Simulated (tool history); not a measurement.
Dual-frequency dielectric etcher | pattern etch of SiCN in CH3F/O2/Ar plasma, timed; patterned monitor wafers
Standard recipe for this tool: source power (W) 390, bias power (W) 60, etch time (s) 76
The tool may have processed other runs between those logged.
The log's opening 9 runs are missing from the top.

run,hour,source power (W),bias power (W),etch time (s),wafers since the last listed run,hours since the last wet clean,hours since the last source power generator calibration,hours since the last bias power generator calibration,hours since the last upper electrode change,hours since the gauge calibration,"read-back reference wafer on the same gauge, depth_nm",mean etch depth across the wafer (Å)
10,609.5,390,52,90.5,891,325.6,3032,2162.8,3922.3,737.8,23.3,283
11,656.9,390,60,76,444,373,3079.4,2210.2,3969.7,785.2,23.33,254.7
# hour 719.7: upper electrode replaced
12,736.9,340,69,76,525,453,3159.4,2290.2,17.2,865.2,23.3,258.3
13,778,390,60,76,385,494.1,3200.5,2331.3,58.3,906.3,23.32,257
14,857.7,390,60,84,747,573.8,3280.2,2411,138,986,23.31,285.2
# hour 912.2: bias power generator calibrated
15,912.7,360,60,76,478,628.8,3335.2,0.5,193,1041,23.29,250.1
# hour 977.5: wet clean of the chamber
16,978,390,75,76,387,0.5,3400.5,65.8,258.3,1106.3,23.29,273.1
17,1060.9,300,71,67.5,777,83.4,3483.4,148.7,341.2,1189.2,23.29,207
18,1127.1,390,60,76,620,149.6,3549.6,214.9,407.4,1255.4,23.3,250.8
19,1192.8,350,53,94,616,215.3,3615.3,280.6,473.1,1321.1,23.35,275.6
20,1280.3,470,60,87,820,302.8,3702.8,368.1,560.6,1408.6,23.29,319.5

The next listed run, before its measurement:
21,1385.6,390,48,91,987,408.1,3808.1,473.4,665.9,1513.9,?,?

{"run 21": {"read-back reference wafer on the same gauge, depth_nm": 23.3, "mean etch depth across the wafer (Å)": 274.1}}
Minus the tool's unlogged condition, the same run would have read mean etch depth across the wafer (Å) 274.5.

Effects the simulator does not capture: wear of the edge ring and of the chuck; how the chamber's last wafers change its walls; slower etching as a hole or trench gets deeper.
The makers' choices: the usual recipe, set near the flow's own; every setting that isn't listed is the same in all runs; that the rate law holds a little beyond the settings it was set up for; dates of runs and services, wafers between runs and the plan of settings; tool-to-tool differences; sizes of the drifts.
